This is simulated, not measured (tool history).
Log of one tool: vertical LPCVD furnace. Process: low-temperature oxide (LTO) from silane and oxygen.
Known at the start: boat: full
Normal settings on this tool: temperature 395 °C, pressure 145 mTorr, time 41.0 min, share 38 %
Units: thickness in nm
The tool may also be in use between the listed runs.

run    hour  temperature  pressure  time  share  read-back reference wafer on the same gauge, thickness  thickness
  1     0.0          395       145  41.0     38                                                  193.14     207.94
  2    66.6          395       145  41.0     38                                                  193.07     210.25
  3   146.6          395       145  41.0     36                                                  193.00     197.40
  4   186.3          395       145  41.0     36                                                  192.74     195.88
  5   292.3          395       145  41.0     38                                                  193.05     210.67
  6   331.1          395       145  41.0     38                                                  193.15     209.38
  7   369.8          395       145  41.0     38                                                  193.38     209.82
  8   444.0          395       145  41.0     38                                                  193.03     210.19
  9   572.2          395       145  41.0     38                                                  192.78     210.12
      584.2  -- gauge calibrated
 10   618.0          405       175  41.0     32                                                  193.48     228.87
 11   706.7          395       145  25.0     42                                                  193.38     145.20
 12   752.1          395       145  56.0     31                                                  192.64     217.24
 13   827.1          395       145  41.0     38                                                  192.63     213.27
 14   874.8          385       115  35.5     38                                                  192.43     129.44
 15   929.1          384       115  41.0     31                                                  192.98     111.94
 16   969.6          395       145  41.0     38                                                  193.22     210.33
 17  1009.3          395       145  41.0     38                                                  193.44     210.34
     1235.9  -- pressure gauge zeroed
 18  1331.2          395       145  41.0     38                                                  192.79     216.68
     1362.9  -- thermocouples replaced and temperature profile calibrated
 19  1374.9          385       130  41.0     38                                                  192.84     173.75
     1461.4  -- silane flow controller replaced
 20  1475.4          400       145  41.0     36                                                  192.91     214.19
 21  1520.4          395       145  41.0     38                                                  193.03     218.35
 22  1586.1          391       145  26.5     38                                                  192.78     133.98
 23  1637.6          395       145  54.0     42                                                  193.17     324.52
 24  1721.8          395       145  41.0     31                                                  193.29     165.09
 25  1779.7          395       145  41.0     38                                                  193.03     217.44
     1863.7  -- pressure gauge zeroed, repeated, since the last time left the tool worse
 26  1864.2          395       110  46.5     38                                                  192.55     175.42
 27  1896.7          395       145  41.0     44                                                  192.77     243.67
 28  1966.0          395       145  41.0     38                                                  192.99     206.32
 29  2042.7          395       125  41.0     38                                                  192.98     178.09
 30  2085.3          395       145  41.0     33                                                  192.87     170.18
 31  2387.2          389       145  36.5     38                                                  192.79     172.82
 32  2424.2          395       145  33.5     38                                                  193.05     170.71

Give the tool's hidden conditions for every run:
true tube temperature minus thermocouple reading, K: 0, the same for each run
deviation of the silane flow from its setpoint, %: 0, the same for each run
gauge reads high (%): 0, the same for each run
H1: true pressure minus gauge reading, mTorr
run         H1
  1      0.914
  2       1.05
  3       1.21
  4       1.29
  5        1.5
  6       1.58
  7       1.66
  8       1.81
  9       2.06
 10       2.16
 11       2.33
 12       2.43
 13       2.58
 14       2.67
 15       2.78
 16       2.86
 17       2.94
 18       6.43
 19       6.52
 20       6.72
 21       6.81
 22       6.94
 23       7.05
 24       7.22
 25       7.33
 26      -1.05
 27     -0.986
 28     -0.847
 29     -0.692
 30     -0.607
 31  -0.000134
 32     0.0742

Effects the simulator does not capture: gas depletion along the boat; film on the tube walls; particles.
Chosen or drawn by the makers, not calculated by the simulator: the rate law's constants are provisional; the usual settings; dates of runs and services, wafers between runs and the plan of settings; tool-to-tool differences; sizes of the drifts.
